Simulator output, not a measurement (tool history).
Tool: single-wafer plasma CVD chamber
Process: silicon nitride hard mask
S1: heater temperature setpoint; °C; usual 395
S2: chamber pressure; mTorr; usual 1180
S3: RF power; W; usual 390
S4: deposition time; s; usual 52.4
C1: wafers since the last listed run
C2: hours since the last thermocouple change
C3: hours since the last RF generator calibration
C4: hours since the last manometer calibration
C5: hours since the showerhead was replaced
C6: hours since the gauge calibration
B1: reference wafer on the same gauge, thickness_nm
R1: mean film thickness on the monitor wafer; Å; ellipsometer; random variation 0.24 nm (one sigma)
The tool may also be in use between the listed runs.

run	hour	S1	S2	S3	S4	C1	C2	C3	C4	C5	C6	B1	R1
1	0	389	1180	390	52.4	0	994.9	1016.1	1890.5	6440	253.4	67.49	651.51
2	25.9	389	1180	390	52.4	468	1020.8	1042	1916.4	6465.9	279.3	67.504	646.68
3	55.4	395	1180	390	52.4	533	1050.3	1071.5	1945.9	6495.4	308.8	67.504	650.12
4	68.2	395	1180	390	52.4	231	1063.1	1084.3	1958.7	6508.2	321.6	67.556	650.54
5	95.9	395	1180	390	46.2	501	1090.8	1112	1986.4	6535.9	349.3	67.526	570.09
6	116.1	395	1180	390	46.2	365	1111	1132.2	2006.6	6556.1	369.5	67.498	572.3
7	148	395	1180	390	49.9	577	1142.9	1164.1	2038.5	6588	401.4	67.534	618.49
8	182.1	395	1180	390	49.9	617	1177	1198.2	2072.6	6622.1	435.5	67.472	617.69
9	208.6	395	1180	390	52.4	479	1203.5	1224.7	2099.1	6648.6	462	67.519	648.22
10	225.3	395	1180	390	52.4	302	1220.2	1241.4	2115.8	6665.3	478.7	67.504	643.38
11	243.6	402	1180	390	52.4	331	1238.5	1259.7	2134.1	6683.6	497	67.508	649.84
12	261	386	1180	390	52.4	314	1255.9	1277.1	2151.5	6701	514.4	67.461	655.96
13	290.1	388	1180	390	52.4	526	1285	1306.2	2180.6	6730.1	543.5	67.488	650.04
# hour 314.4: capacitance manometer re-zeroed and calibrated
# hour 326.2: showerhead replaced
14	376	407	1180	390	52.4	1265	1370.9	1392.1	61.6	49.8	629.4	67.467	648.93
# hour 384.6: thermocouple changed; heater temperature recalibrated
15	398	395	1450	390	52.4	253	13.4	1414.1	83.6	71.8	651.4	67.453	679.36
16	415	406	1410	460	55.4	307	30.4	1431.1	100.6	88.8	668.4	67.464	784.81
17	429.4	391	1090	390	52.4	260	44.8	1445.5	115	103.2	682.8	67.524	634.76
18	458.9	395	1290	340	45.3	533	74.3	1475	144.5	132.7	712.3	67.534	517.49
# hour 473.4: gauge calibrated
# hour 491.6: RF generator calibrated
19	492.1	389	1180	390	52.4	456	107.5	0.5	177.7	165.9	18.7	67.51	648.22
20	515.6	400	1420	360	47.5	425	131	24	201.2	189.4	42.2	67.41	577.33
21	535.4	395	1180	390	62.8	358	150.8	43.8	221	209.2	62	67.533	778.01
22	554.7	395	1180	390	52.4	349	170.1	63.1	240.3	228.5	81.3	67.525	650.41
23	573.2	395	1180	390	58.5	334	188.6	81.6	258.8	247	99.8	67.48	723.28
24	587.4	395	1180	390	46.7	257	202.8	95.8	273	261.2	114	67.534	578.24
25	620.5	404	1420	390	52.4	599	235.9	128.9	306.1	294.3	147.1	67.559	669.08
26	632.7	386	1330	315	60.4	220	248.1	141.1	318.3	306.5	159.3	67.495	654.12
27	649	403	1180	460	59.3	295	264.4	157.4	334.6	322.8	175.6	67.475	817.98
28	679.1	389	1180	390	52.4	544	294.5	187.5	364.7	352.9	205.7	67.559	649.83
29	694.3	403	1180	390	52.4	275	309.7	202.7	379.9	368.1	220.9	67.503	645.81

Forecast each of these 4 alternatives for the next run:
A	694.7	395	1180	390	52.4	7	310.1	203.1	380.3	368.5	221.3	?	?
B	694.7	395	1180	415	56.8	7	310.1	203.1	380.3	368.5	221.3	?	?
C	694.7	395	1180	365	52.4	7	310.1	203.1	380.3	368.5	221.3	?	?
D	694.7	395	1440	320	57.9	7	310.1	203.1	380.3	368.5	221.3	?	?

run	B1	R1
A	67.538	650.01
B	67.538	734.33
C	67.538	619.43
D	67.538	647.52
Without the tool's hidden state the same runs would have given:
run	R1
A	650.01
B	734.33
C	619.43
D	647.52
